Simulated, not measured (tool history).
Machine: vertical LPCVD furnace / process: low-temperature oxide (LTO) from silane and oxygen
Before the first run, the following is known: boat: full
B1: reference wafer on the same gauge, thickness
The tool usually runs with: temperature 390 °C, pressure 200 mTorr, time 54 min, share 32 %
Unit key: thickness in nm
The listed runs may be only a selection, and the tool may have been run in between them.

Run 1, hour 0: usual settings; B1 277.79. Result: thickness 287.06 nm.
Run 2, hour 15.1: usual settings; B1 277.86. Result: thickness 287.02 nm.
Run 3, hour 21.8: usual settings; B1 278.01. Result: thickness 287.92 nm.
Run 4, hour 31.4: usual settings but pressure 185 mTorr; B1 278.08. Result: thickness 266 nm.
At hour 63.7: thermocouples replaced and temperature profile calibrated.
Run 5, hour 64.2: usual settings but temperature 394 °C, share 36 %; B1 278.19. Result: thickness 353.98 nm.
Run 6, hour 68.4: usual settings but temperature 394 °C, share 36 %; B1 278.18. Result: thickness 354.13 nm.
Run 7, hour 72.6: usual settings but temperature 394 °C, share 36 %; B1 277.94. Result: thickness 353.65 nm.
At hour 75: gauge calibrated.
At hour 89.3: pressure gauge zeroed.
At hour 105.6: silane flow controller replaced.
Run 8, hour 106.1: usual settings but share 34 %; B1 277.87. Result: thickness 312.47 nm.
Run 9, hour 110.3: usual settings but share 34 %; B1 278.06. Result: thickness 313.31 nm.
Run 10, hour 114.5: usual settings but pressure 185 mTorr; B1 278.02. Result: thickness 266.38 nm.
Run 11, hour 121.6: usual settings but pressure 150 mTorr, time 71.5 min; B1 277.96. Result: thickness 285.24 nm.
Run 12, hour 130.9: usual settings but pressure 225 mTorr, share 37 %; B1 278.22. Result: thickness 393.74 nm.
Run 13, hour 143: usual settings but temperature 394 °C, share 36 %; B1 277.93. Result: thickness 354.32 nm.
Run 14, hour 157.3: usual settings; B1 278.05. Result: thickness 287.77 nm.
Run 15, hour 166.4: usual settings but share 26 %; B1 278.15. Result: thickness 209.71 nm.
Run 16, hour 172.5: usual settings but temperature 398 °C, pressure 240 mTorr; B1 278.1. Result: thickness 379.45 nm.
Run 17, hour 178.9: usual settings but temperature 398 °C, pressure 235 mTorr, time 69 min; B1 277.89. Result: thickness 474.94 nm.
Run 18, hour 191.9: usual settings but pressure 250 mTorr, time 39 min; B1 277.93. Result: thickness 259.29 nm.
Run 19, hour 200.6: usual settings but share 29 %; B1 277.82. Result: thickness 248.13 nm.

Alternative continuations, all from the tool just after run 19; predict every row:
Run A, hour 204.9: usual settings but temperature 379 °C; B1 ?. Result: thickness ?.
Run B, hour 204.9: usual settings but pressure 150 mTorr; B1 ?. Result: thickness ?.
Run C, hour 204.9: usual settings but share 36 %; B1 ?. Result: thickness ?.
Run D, hour 204.9: usual settings but temperature 396 °C, pressure 220 mTorr, time 67 min; B1 ?. Result: thickness ?.
Run E, hour 204.9: usual settings but pressure 185 mTorr, share 28 %; B1 ?. Result: thickness ?.

run      B1  thickness
  A  278.05     250.54
  B  278.05     215.49
  C  278.05     338.55
  D  278.05     421.54
  E  278.05     217.83
Without the tool's unlogged condition, the same runs would have read:
run  thickness
  A     250.54
  B     215.49
  C     338.55
  D     421.54
  E     217.83
